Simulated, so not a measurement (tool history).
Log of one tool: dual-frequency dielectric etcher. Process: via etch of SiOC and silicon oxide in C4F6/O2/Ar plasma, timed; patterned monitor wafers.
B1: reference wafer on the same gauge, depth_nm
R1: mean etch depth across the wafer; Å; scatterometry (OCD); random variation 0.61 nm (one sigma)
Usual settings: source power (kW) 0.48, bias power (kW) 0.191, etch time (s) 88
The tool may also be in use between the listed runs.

run 1 hour=0 | source_power_(kW)=0.48 bias_power_(kW)=0.191 etch_time_(s)=70 | B1=122.1 | R1=905
run 2 hour=28.3 | source_power_(kW)=0.48 bias_power_(kW)=0.191 etch_time_(s)=70 | B1=122 | R1=917
run 3 hour=42.9 | source_power_(kW)=0.48 bias_power_(kW)=0.191 etch_time_(s)=88 | B1=122.2 | R1=1144
run 4 hour=78.9 | source_power_(kW)=0.48 bias_power_(kW)=0.191 etch_time_(s)=88 | B1=121.8 | R1=1167
run 5 hour=97.9 | source_power_(kW)=0.48 bias_power_(kW)=0.191 etch_time_(s)=88 | B1=121.8 | R1=1147
run 6 hour=113.3 | source_power_(kW)=0.48 bias_power_(kW)=0.191 etch_time_(s)=88 | B1=122 | R1=1157
run 7 hour=127.5 | source_power_(kW)=0.48 bias_power_(kW)=0.191 etch_time_(s)=88 | B1=122 | R1=1157
run 8 hour=158.5 | source_power_(kW)=0.48 bias_power_(kW)=0.191 etch_time_(s)=96.5 | B1=121.9 | R1=1277
-- hour=191.2 wet clean of the chamber
-- hour=219.8 source power generator calibrated
-- hour=222.4 upper electrode replaced
run 9 hour=222.9 | source_power_(kW)=0.48 bias_power_(kW)=0.191 etch_time_(s)=96.5 | B1=121.9 | R1=1225
-- hour=239.5 gauge calibrated
run 10 hour=245.3 | source_power_(kW)=0.48 bias_power_(kW)=0.191 etch_time_(s)=96.5 | B1=121.9 | R1=1222
run 11 hour=270.8 | source_power_(kW)=0.54 bias_power_(kW)=0.191 etch_time_(s)=105 | B1=121.8 | R1=1410
run 12 hour=305.5 | source_power_(kW)=0.48 bias_power_(kW)=0.191 etch_time_(s)=64.5 | B1=121.8 | R1=822
run 13 hour=326.6 | source_power_(kW)=0.56 bias_power_(kW)=0.223 etch_time_(s)=70.5 | B1=122 | R1=1035
-- hour=333.5 bias power generator calibrated
run 14 hour=347.2 | source_power_(kW)=0.59 bias_power_(kW)=0.22 etch_time_(s)=62 | B1=122 | R1=923
run 15 hour=368.6 | source_power_(kW)=0.59 bias_power_(kW)=0.22 etch_time_(s)=62 | B1=122.2 | R1=930
run 16 hour=391.9 | source_power_(kW)=0.55 bias_power_(kW)=0.238 etch_time_(s)=106 | B1=122.2 | R1=1596
run 17 hour=413.6 | source_power_(kW)=0.48 bias_power_(kW)=0.191 etch_time_(s)=88 | B1=122 | R1=1141
run 18 hour=449.5 | source_power_(kW)=0.44 bias_power_(kW)=0.206 etch_time_(s)=105 | B1=121.8 | R1=1333
run 19 hour=472.2 | source_power_(kW)=0.48 bias_power_(kW)=0.191 etch_time_(s)=88 | B1=122 | R1=1154
run 20 hour=491.4 | source_power_(kW)=0.55 bias_power_(kW)=0.191 etch_time_(s)=106.5 | B1=122 | R1=1488

4 ways to go on from here, each from the tool as it stands after run 20. What would each give?
run A hour=491.8 | source_power_(kW)=0.48 bias_power_(kW)=0.191 etch_time_(s)=88 | B1=? | R1=?
run B hour=491.8 | source_power_(kW)=0.54 bias_power_(kW)=0.191 etch_time_(s)=88 | B1=? | R1=?
run C hour=491.8 | source_power_(kW)=0.54 bias_power_(kW)=0.191 etch_time_(s)=72 | B1=? | R1=?
run D hour=491.8 | source_power_(kW)=0.6 bias_power_(kW)=0.191 etch_time_(s)=110 | B1=? | R1=?

run=A B1=122.1 R1=1155
run=B B1=122.1 R1=1221
run=C B1=122.1 R1=999
run=D B1=122.1 R1=1602
Without the tool's hidden state the same runs would have given:
run=A R1=1120
run=B R1=1184
run=C R1=968
run=D R1=1553
